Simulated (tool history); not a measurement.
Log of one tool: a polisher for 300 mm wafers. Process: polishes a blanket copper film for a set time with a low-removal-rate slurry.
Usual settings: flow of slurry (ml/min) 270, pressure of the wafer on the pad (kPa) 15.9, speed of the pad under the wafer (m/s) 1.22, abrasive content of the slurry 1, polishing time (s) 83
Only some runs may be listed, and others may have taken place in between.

run    hour  flow of slurry (ml/min)  pressure of the wafer on the pad (kPa)  speed of the pad under the wafer (m/s)  abrasive content of the slurry  polishing time (s)  wafers since the last listed run  wafers polished on this pad  hours since the slurry nozzle was cleaned  hours since the head pressure was calibrated  hours since the slurry blender was calibrated  incoming thickness of the incoming film, nm  film removed (angstrom)
  1       0                      270                                    15.9                                    1.22                               1                  83                                 0                         2180                                       16.6                                           0.5                                            1.8                                       1563.3                     2221
  2    81.2                      270                                    15.9                                    1.22                               1                  83                               534                         2714                                       97.8                                          81.7                                             83                                       1552.3                     2188
  3   147.7                      270                                    15.9                                    1.22                               1                  83                               437                         3152                                      164.3                                         148.2                                          149.5                                       1581.2                     2153
  4   221.2                      270                                    15.9                                    1.22                               1                  92                               484                         3636                                      237.8                                         221.7                                            223                                       1536.1                     2363
  5   284.1                      270                                    15.9                                    1.22                               1                  92                               414                         4051                                      300.7                                         284.6                                          285.9                                       1551.9                     2286
      289.7  -- worn pad replaced by a new one
  6     385                      270                                    15.9                                    1.22                               1                  92                               638                          627                                      401.6                                         385.5                                          386.8                                         1545                     2507
  7   477.7                      270                                    15.9                                    1.22                               1                  83                               610                         1238                                      494.3                                         478.2                                          479.5                                       1525.1                     2244
  8   563.4                      270                                    15.9                                    1.22                               1                  83                               564                         1802                                        580                                         563.9                                          565.2                                       1536.3                     2277
  9   606.6                      270                                    15.9                                    1.22                               1                  83                               284                         2086                                      623.2                                         607.1                                          608.4                                       1559.9                     2223
 10   650.4                      225                                    15.9                                    1.22                               1                  83                               288                         2375                                        667                                         650.9                                          652.2                                       1532.3                     2197
      654.9  -- slurry blender recalibrated
      664.2  -- head pressure recalibrated
 11   751.2                      225                                    15.9                                    1.22                               1                  83                               637                         3012                                      767.8                                            87                                           96.3                                       1564.6                     2167
 12   825.6                      270                                    15.9                                    1.22                               1                  83                               489                         3502                                      842.2                                         161.4                                          170.7                                       1585.6                     2182
      856.8  -- slurry nozzle cleaned
      979.5  -- worn pad replaced by a new one
 13   988.6                      350                                    15.9                                    1.22                             0.8                  83                              1040                           59                                      131.8                                         324.4                                          333.7                                       1541.9                     2210
 14  1051.1                      270                                    15.9                                    0.92                               1                  83                               411                          471                                      194.3                                         386.9                                          396.2                                       1549.1                     1829
 15  1095.7                      270                                    15.9                                    1.22                               1                  83                               293                          765                                      238.9                                         431.5                                          440.8                                         1575                     2244
 16  1201.3                      205                                    15.9                                    1.22                               1                 109                               695                         1460                                      344.5                                         537.1                                          546.4                                         1569                     2902
     1273.9  -- slurry blender recalibrated
     1291.2  -- head pressure recalibrated
 17  1300.2                      270                                    13.1                                    0.98                               1                  93                               624                         2085                                      443.4                                             9                                           26.3                                       1564.3                     1813
 18  1372.2                      300                                    15.9                                    1.22                               1                 103                               474                         2559                                      515.4                                            81                                           98.3                                       1564.1                     2773
 19  1433.7                      270                                    15.9                                     1.1                               1                  66                               404                         2964                                      576.9                                         142.5                                          159.8                                       1536.3                     1597
 20  1533.1                      185                                    14.5                                     1.4                            1.25                  83                               654                         3619                                      676.3                                         241.9                                          259.2                                         1587                     2252
 21  1587.4                      350                                    15.9                                    1.22                               1                  83                               357                         3976                                      730.6                                         296.2                                          313.5                                         1531                     2162
 22  1656.2                      270                                    15.9                                    1.22                               1                  83                               453                         4429                                      799.4                                           365                                          382.3                                       1555.6                     2113
 23  1729.4                      200                                    13.1                                    1.22                               1                  90                               482                         4912                                      872.6                                         438.2                                          455.5                                         1560                     1852
     1731.3  -- slurry nozzle cleaned
     1747.5  -- worn pad replaced by a new one
 24  1835.3                      270                                    15.9                                    1.22                               1                 110                               664                          577                                        104                                         544.1                                          561.4                                       1561.9                     2977
     2007.6  -- head pressure recalibrated
     2030.7  -- slurry blender recalibrated
 25  2139.8                      270                                    15.9                                    1.22                             1.2                  83                              1978                         2556                                      408.5                                         132.2                                          109.1                                         1595                     2239
 26  2240.8                      310                                    15.9                                    1.44                             1.1                  94                               665                         3221                                      509.5                                         233.2                                          210.1                                       1566.7                     2849
 27  2343.6                      270                                    19.3                                    1.46                             0.9                  83                               676                         3898                                      612.3                                           336                                          312.9                                         1579                     2746
 28  2417.1                      270                                    15.9                                    1.22                               1                  83                               484                         4382                                      685.8                                         409.5                                          386.4                                       1557.1                     2044
 29  2456.1                      200                                    15.9                                    1.36                               1                  83                               256                         4639                                      724.8                                         448.5                                          425.4                                       1556.6                     2161
     2479.2  -- slurry nozzle cleaned
     2479.8  -- worn pad replaced by a new one
 30  2554.1                      205                                    15.9                                    1.22                               1                 109                               634                          489                                       74.9                                         546.5                                          523.4                                       1544.9                     2875
     2616.2  -- head pressure recalibrated
 31  2625.8                      270                                    15.9                                    1.44                             1.2                  83                               458                          948                                      146.6                                           9.6                                          595.1                                       1564.9                     2637

What differs in the tool's unlogged condition from the final listed run ahead of each entry between runs to the first listed run following it?
After run 5, before run 6: worn pad replaced by a new one (hour 289.7)
  removal rate lost through wear of the pad, %: 7.23 -> 0.312
  difference, measured minus the result without the unlogged condition, film removed (angstrom): -178 -> -8
After run 10, before run 11: slurry blender recalibrated (hour 654.9); head pressure recalibrated (hour 664.2)
  removal rate lost through wear of the pad, %: 2.45 -> 3.92
  difference, measured minus the result without the unlogged condition, film removed (angstrom): -55 -> -88
After run 12, before run 13: slurry nozzle cleaned (hour 856.8); worn pad replaced by a new one (hour 979.5)
  removal rate lost through wear of the pad, %: 5.23 -> 0.0274
  difference, measured minus the result without the unlogged condition, film removed (angstrom): -121 -> -1
After run 16, before run 17: slurry blender recalibrated (hour 1273.9); head pressure recalibrated (hour 1291.2)
  removal rate lost through wear of the pad, %: 0.897 -> 1.85
  difference, measured minus the result without the unlogged condition, film removed (angstrom): -27 -> -34
After run 23, before run 24: slurry nozzle cleaned (hour 1731.3); worn pad replaced by a new one (hour 1747.5)
  removal rate lost through wear of the pad, %: 9.98 -> 1.42
  difference, measured minus the result without the unlogged condition, film removed (angstrom): -206 -> -43
After run 24, before run 25: head pressure recalibrated (hour 2007.6); slurry blender recalibrated (hour 2030.7)
  removal rate lost through wear of the pad, %: 1.42 -> 4.01
  difference, measured minus the result without the unlogged condition, film removed (angstrom): -43 -> -94
After run 29, before run 30: slurry nozzle cleaned (hour 2479.2); worn pad replaced by a new one (hour 2479.8)
  removal rate lost through wear of the pad, %: 10.2 -> 0.749
  difference, measured minus the result without the unlogged condition, film removed (angstrom): -245 -> -22
After run 30, before run 31: head pressure recalibrated (hour 2616.2)
  removal rate lost through wear of the pad, %: 0.749 -> 1.03
  difference, measured minus the result without the unlogged condition, film removed (angstrom): -22 -> -27
